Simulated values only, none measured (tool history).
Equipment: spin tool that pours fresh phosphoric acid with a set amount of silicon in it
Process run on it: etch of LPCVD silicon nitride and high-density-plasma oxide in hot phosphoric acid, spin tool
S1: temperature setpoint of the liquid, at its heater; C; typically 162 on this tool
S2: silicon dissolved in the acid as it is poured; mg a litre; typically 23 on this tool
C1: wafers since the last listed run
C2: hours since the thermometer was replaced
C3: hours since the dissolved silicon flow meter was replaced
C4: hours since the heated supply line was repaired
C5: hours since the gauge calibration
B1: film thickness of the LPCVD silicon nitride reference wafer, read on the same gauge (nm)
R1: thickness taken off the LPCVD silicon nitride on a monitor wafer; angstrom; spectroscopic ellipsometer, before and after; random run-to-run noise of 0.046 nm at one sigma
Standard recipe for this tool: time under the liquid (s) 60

run 1 hour=0 | S1=162 S2=30 time_under_the_liquid_(s)=60 | C1=0 C2=402.7 C3=528 C4=3334.7 C5=180.3 | B1=40.005 | R1=49.48
run 2 hour=22.7 | S1=162 S2=30 time_under_the_liquid_(s)=60 | C1=185 C2=425.4 C3=550.7 C4=3357.4 C5=203 | B1=39.991 | R1=48.72
run 3 hour=53.5 | S1=162 S2=30 time_under_the_liquid_(s)=60 | C1=251 C2=456.2 C3=581.5 C4=3388.2 C5=233.8 | B1=40.045 | R1=49.63
run 4 hour=71.9 | S1=160 S2=23 time_under_the_liquid_(s)=45 | C1=150 C2=474.6 C3=599.9 C4=3406.6 C5=252.2 | B1=39.971 | R1=34.73
run 5 hour=84.8 | S1=162 S2=23 time_under_the_liquid_(s)=80 | C1=105 C2=487.5 C3=612.8 C4=3419.5 C5=265.1 | B1=39.98 | R1=65.01
run 6 hour=116.7 | S1=162 S2=23 time_under_the_liquid_(s)=80 | C1=260 C2=519.4 C3=644.7 C4=3451.4 C5=297 | B1=39.992 | R1=65.06
run 7 hour=143 | S1=162 S2=23 time_under_the_liquid_(s)=60 | C1=214 C2=545.7 C3=671 C4=3477.7 C5=323.3 | B1=39.995 | R1=48.62
run 8 hour=208.8 | S1=162 S2=13.5 time_under_the_liquid_(s)=60 | C1=537 C2=611.5 C3=736.8 C4=3543.5 C5=389.1 | B1=40.006 | R1=49.59
-- hour=213.3 gauge calibrated
run 9 hour=240.9 | S1=162 S2=13.5 time_under_the_liquid_(s)=60 | C1=262 C2=643.6 C3=768.9 C4=3575.6 C5=27.6 | B1=40.006 | R1=48.61
-- hour=253.7 dissolved silicon flow meter replaced
-- hour=266.3 heated supply line repaired
run 10 hour=266.8 | S1=163.5 S2=23 time_under_the_liquid_(s)=75 | C1=195 C2=669.5 C3=13.1 C4=0.5 C5=53.5 | B1=39.96 | R1=64.59
run 11 hour=291.3 | S1=163.5 S2=34 time_under_the_liquid_(s)=85 | C1=200 C2=694 C3=37.6 C4=25 C5=78 | B1=39.968 | R1=71.65
run 12 hour=381.1 | S1=160.5 S2=15.5 time_under_the_liquid_(s)=30 | C1=734 C2=783.8 C3=127.4 C4=114.8 C5=167.8 | B1=40.013 | R1=22.68
run 13 hour=396 | S1=162 S2=23 time_under_the_liquid_(s)=60 | C1=121 C2=798.7 C3=142.3 C4=129.7 C5=182.7 | B1=39.97 | R1=47.85
run 14 hour=410.2 | S1=160.5 S2=17.5 time_under_the_liquid_(s)=60 | C1=116 C2=812.9 C3=156.5 C4=143.9 C5=196.9 | B1=39.985 | R1=45.15
-- hour=426.7 thermometer replaced
run 15 hour=433.7 | S1=164 S2=9.5 time_under_the_liquid_(s)=60 | C1=183 C2=7 C3=180 C4=167.4 C5=220.4 | B1=40.06 | R1=54.36
run 16 hour=456.7 | S1=160.5 S2=23 time_under_the_liquid_(s)=60 | C1=187 C2=30 C3=203 C4=190.4 C5=243.4 | B1=40.013 | R1=48.25
run 17 hour=509 | S1=162 S2=34 time_under_the_liquid_(s)=60 | C1=427 C2=82.3 C3=255.3 C4=242.7 C5=295.7 | B1=40.057 | R1=51.42
run 18 hour=543.5 | S1=160.5 S2=40.5 time_under_the_liquid_(s)=60 | C1=281 C2=116.8 C3=289.8 C4=277.2 C5=330.2 | B1=40.052 | R1=48.32
run 19 hour=556.6 | S1=162 S2=23 time_under_the_liquid_(s)=40 | C1=107 C2=129.9 C3=302.9 C4=290.3 C5=343.3 | B1=39.968 | R1=34.17
-- hour=567.6 gauge calibrated
run 20 hour=577.8 | S1=159.5 S2=23 time_under_the_liquid_(s)=95 | C1=173 C2=151.1 C3=324.1 C4=311.5 C5=10.2 | B1=39.994 | R1=73.63

5 options for the next run, each taken on its own from the tool as it stands now. Forecast them:
run A hour=578.2 | S1=162 S2=8 time_under_the_liquid_(s)=60 | C1=3 C2=151.5 C3=324.5 C4=311.9 C5=10.6 | B1=? | R1=?
run B hour=578.2 | S1=160 S2=11 time_under_the_liquid_(s)=40 | C1=3 C2=151.5 C3=324.5 C4=311.9 C5=10.6 | B1=? | R1=?
run C hour=578.2 | S1=163 S2=23 time_under_the_liquid_(s)=95 | C1=3 C2=151.5 C3=324.5 C4=311.9 C5=10.6 | B1=? | R1=?
run D hour=578.2 | S1=165 S2=31 time_under_the_liquid_(s)=60 | C1=3 C2=151.5 C3=324.5 C4=311.9 C5=10.6 | B1=? | R1=?
run E hour=578.2 | S1=164 S2=33.5 time_under_the_liquid_(s)=60 | C1=3 C2=151.5 C3=324.5 C4=311.9 C5=10.6 | B1=? | R1=?

run=A B1=40.048 R1=50.68
run=B B1=40.048 R1=31.6
run=C B1=40.048 R1=82.96
run=D B1=40.048 R1=55.98
run=E B1=40.048 R1=54.16
Without the tool's unlogged condition, the same runs would have read:
run=A R1=51.52
run=B R1=32.12
run=C R1=84.32
run=D R1=56.89
run=E R1=55.05
